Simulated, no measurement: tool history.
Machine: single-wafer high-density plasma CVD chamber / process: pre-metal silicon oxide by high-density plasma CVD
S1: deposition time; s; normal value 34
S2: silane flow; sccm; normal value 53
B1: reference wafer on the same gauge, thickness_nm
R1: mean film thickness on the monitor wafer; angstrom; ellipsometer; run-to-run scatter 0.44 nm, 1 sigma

Run 1, hour 0: usual settings; B1 189.044. Result: R1 1969.45 angstrom.
Run 2, hour 59.9: usual settings; B1 188.999. Result: R1 1965.28 angstrom.
Run 3, hour 90.8: usual settings but S2 46 sccm; B1 189.065. Result: R1 1710.33 angstrom.
Run 4, hour 139.1: usual settings but S2 46 sccm; B1 189.066. Result: R1 1714.61 angstrom.
Run 5, hour 172.3: usual settings but S1 32.4 s; B1 188.947. Result: R1 1877.89 angstrom.
Run 6, hour 236.7: usual settings but S1 32.4 s; B1 188.964. Result: R1 1878.82 angstrom.
Run 7, hour 294.3: usual settings but S1 29.3 s, S2 49 sccm; B1 188.915. Result: R1 1569.47 angstrom.
Run 8, hour 349.5: usual settings but S1 29.3 s, S2 49 sccm; B1 189.075. Result: R1 1571.64 angstrom.
Run 9, hour 389.8: usual settings but S1 29.3 s, S2 49 sccm; B1 189.145. Result: R1 1575.59 angstrom.
Run 10, hour 456.9: usual settings but S2 45 sccm; B1 189.043. Result: R1 1681.16 angstrom.
Run 11, hour 492.8: usual settings but S1 40 s, S2 61 sccm; B1 188.997. Result: R1 2679.97 angstrom.
Run 12, hour 525.2: usual settings; B1 188.986. Result: R1 1975.07 angstrom.
Run 13, hour 569: usual settings but S1 30.6 s, S2 44 sccm; B1 188.876. Result: R1 1479.27 angstrom.
Run 14, hour 629.6: usual settings but S1 39.6 s, S2 48 sccm; B1 188.999. Result: R1 1942.25 angstrom.
Run 15, hour 685.5: usual settings but S2 49 sccm; B1 188.891. Result: R1 1712.91 angstrom.
Run 16, hour 754.6: usual settings; B1 188.843. Result: R1 1854.37 angstrom.
Run 17, hour 808.5: usual settings but S2 57 sccm; B1 189.088. Result: R1 2002.11 angstrom.
Run 18, hour 911.2: usual settings but S1 27.7 s, S2 44 sccm; B1 188.952. Result: R1 1255.56 angstrom.
Run 19, hour 946: usual settings; B1 189.069. Result: R1 1858.06 angstrom.

Not shown here: 2 entries made in the log between runs. Locate each between two listed runs and compare the hidden state at the listed run before it with the hidden state at the listed run after it:
Logged between run 10 and run 11: gauge calibrated (hour 464.5)
  delivered silane flow above the setpoint (%): 6.3 -> 6.34
  what was measured, less what the result would be without the hidden state, R1: +99.61 -> +159.89 angstrom
Logged between run 13 and run 14: silane flow controller replaced (hour 603.8)
  delivered silane flow above the setpoint (%): 6.44 -> -0.507
  what was measured, less what the result would be without the hidden state, R1: +89.55 -> -9.89 angstrom
